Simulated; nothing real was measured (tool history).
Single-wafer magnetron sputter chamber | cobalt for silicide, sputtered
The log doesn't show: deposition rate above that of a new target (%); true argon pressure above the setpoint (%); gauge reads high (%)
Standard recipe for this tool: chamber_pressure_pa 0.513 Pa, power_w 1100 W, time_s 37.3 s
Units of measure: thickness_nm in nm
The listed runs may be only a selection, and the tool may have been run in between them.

run	hour	chamber_pressure_pa	power_w	time_s	wafers since the last listed run	wafers on the sputter target	hours since the last manometer calibration	hours since the magnet pack was replaced	hours since the gauge calibration	read-back reference wafer on the same gauge, thickness_nm	thickness_nm
1	0	0.513	1100	37.3	0	1470	1252.9	10138.6	36	18.506	21.293
2	18	0.513	1100	37.3	412	1883	1270.9	10156.6	54	18.527	21.227
3	50.2	0.513	1100	37.3	738	2621	1303.1	10188.8	86.2	18.46	21.209
4	81.9	0.513	1100	37.3	726	3348	1334.8	10220.5	117.9	18.507	21.258
# hour 107: sputter target and shields replaced
5	108.2	0.513	950	37.3	419	26	1361.1	10246.8	144.2	18.477	18.352
# hour 133.1: magnet pack replaced
6	142.9	0.513	1100	37.3	612	638	1395.8	9.8	178.9	18.506	21.015
7	159.8	0.513	1100	37.3	387	1026	1412.7	26.7	195.8	18.521	21.281
8	177.6	0.513	1100	37.3	408	1434	1430.5	44.5	213.6	18.471	21.29
9	193.8	0.513	1100	41.3	371	1805	1446.7	60.7	229.8	18.494	23.487
10	223.2	0.513	1100	37.3	674	2479	1476.1	90.1	259.2	18.483	21.288
# hour 242.3: gauge calibrated
11	243.9	0.513	1100	37.3	474	2954	1496.8	110.8	1.6	18.467	21.138
# hour 264.1: sputter target and shields replaced
# hour 271.5: capacitance manometer re-zeroed and calibrated
12	275.3	0.513	900	32.5	366	87	3.8	142.2	33	18.51	15.178
13	309.1	0.639	900	37.3	774	862	37.6	176	66.8	18.522	16.931
14	344.6	0.513	1100	42.8	813	1676	73.1	211.5	102.3	18.481	24.26
15	358.3	0.35	1250	31	314	1990	86.8	225.2	116	18.506	20.963
16	391.4	0.432	1100	31.9	758	2749	119.9	258.3	149.1	18.535	18.41

Predict each of these 4 candidate next runs independently; none follows another, all start after run 16:
A	391.8	0.513	850	37.3	9	2758	120.3	258.7	149.5	?	?
B	391.8	0.513	1100	34.2	9	2758	120.3	258.7	149.5	?	?
C	391.8	0.513	1300	37.3	9	2758	120.3	258.7	149.5	?	?
D	391.8	0.513	1350	39.8	9	2758	120.3	258.7	149.5	?	?

run	read-back reference wafer on the same gauge, thickness_nm	thickness_nm
A	18.528	16.406
B	18.528	19.467
C	18.528	25.092
D	18.528	27.804
Without the tool's unlogged condition, the same runs would have read:
run	thickness_nm
A	16.406
B	19.467
C	25.092
D	27.804
